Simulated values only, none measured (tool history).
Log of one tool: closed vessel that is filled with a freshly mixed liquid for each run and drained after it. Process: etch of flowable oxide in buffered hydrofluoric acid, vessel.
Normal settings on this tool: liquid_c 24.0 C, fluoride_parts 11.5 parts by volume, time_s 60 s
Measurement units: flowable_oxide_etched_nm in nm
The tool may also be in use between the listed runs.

run   hour  liquid_c  fluoride_parts  time_s  wafers since the last listed run  hours since the thermometer was replaced  hours since the hydrofluoric acid flow meter was replaced  hours since the gauge calibration  read-back film thickness of the flowable oxide reference wafer, read on the same gauge (nm)  flowable_oxide_etched_nm
  1    0.0      24.0            11.5      60                                 0                                    2286.2                                                     2171.9                              158.9                                                                                        30.02                    249.32
  2   12.1      24.0            14.0      60                              1487                                    2298.3                                                     2184.0                              171.0                                                                                        30.03                    205.76
  3   28.6      24.0            14.0      60                              2028                                    2314.8                                                     2200.5                              187.5                                                                                        29.99                    205.99
  4   61.2      24.0            11.5      60                              4008                                    2347.4                                                     2233.1                              220.1                                                                                        29.97                    251.77
  5   76.5      24.0            11.5      60                              1881                                    2362.7                                                     2248.4                              235.4                                                                                        30.00                    250.33
      91.7  -- gauge calibrated
      99.8  -- hydrofluoric acid flow meter replaced
     105.2  -- thermometer replaced
  6  105.7      24.0            11.5      60                              3344                                       0.5                                                        5.9                               14.0                                                                                        29.99                    229.44
  7  128.8      24.0            11.5      60                              2840                                      23.6                                                       29.0                               37.1                                                                                        30.01                    230.07
  8  153.3      24.0             8.5      60                              3012                                      48.1                                                       53.5                               61.6                                                                                        30.00                    300.51
  9  181.2      24.0            10.0      35                              3430                                      76.0                                                       81.4                               89.5                                                                                        29.99                    153.02
 10  203.7      24.0            15.5      60                              2766                                      98.5                                                      103.9                              112.0                                                                                        29.99                    172.59
 11  224.0      24.0            11.5      60                              2496                                     118.8                                                      124.2                              132.3                                                                                        29.99                    230.71
 12  255.6      20.0            15.5      60                              3885                                     150.4                                                      155.8                              163.9                                                                                        30.00                    138.08
 13  272.4      27.0             7.5      45                              2065                                     167.2                                                      172.6                              180.7                                                                                        29.99                    304.31
 14  292.0      24.0            11.5      60                              2410                                     186.8                                                      192.2                              200.3                                                                                        30.01                    232.86

Consider 4 possible next runs. They are alternatives, not a sequence: every one starts from the tool as it was left by run 14. What does each give?
  A  292.7      24.0             9.5      60                                86                                     187.5                                                      192.9                              201.0                                                                                            ?                         ?
  B  292.7      21.5             9.5      40                                86                                     187.5                                                      192.9                              201.0                                                                                            ?                         ?
  C  292.7      22.5            13.0      95                                86                                     187.5                                                      192.9                              201.0                                                                                            ?                         ?
  D  292.7      27.5            13.0      75                                86                                     187.5                                                      192.9                              201.0                                                                                            ?                         ?

run  read-back film thickness of the flowable oxide reference wafer, read on the same gauge (nm)  flowable_oxide_etched_nm
  A                                                                                        30.01                    271.50
  B                                                                                        30.01                    157.76
  C                                                                                        30.01                    300.11
  D                                                                                        30.01                    310.72
Without the tool's hidden state the same runs would have given:
run  flowable_oxide_etched_nm
  A                    266.08
  B                    154.61
  C                    290.82
  D                    301.11

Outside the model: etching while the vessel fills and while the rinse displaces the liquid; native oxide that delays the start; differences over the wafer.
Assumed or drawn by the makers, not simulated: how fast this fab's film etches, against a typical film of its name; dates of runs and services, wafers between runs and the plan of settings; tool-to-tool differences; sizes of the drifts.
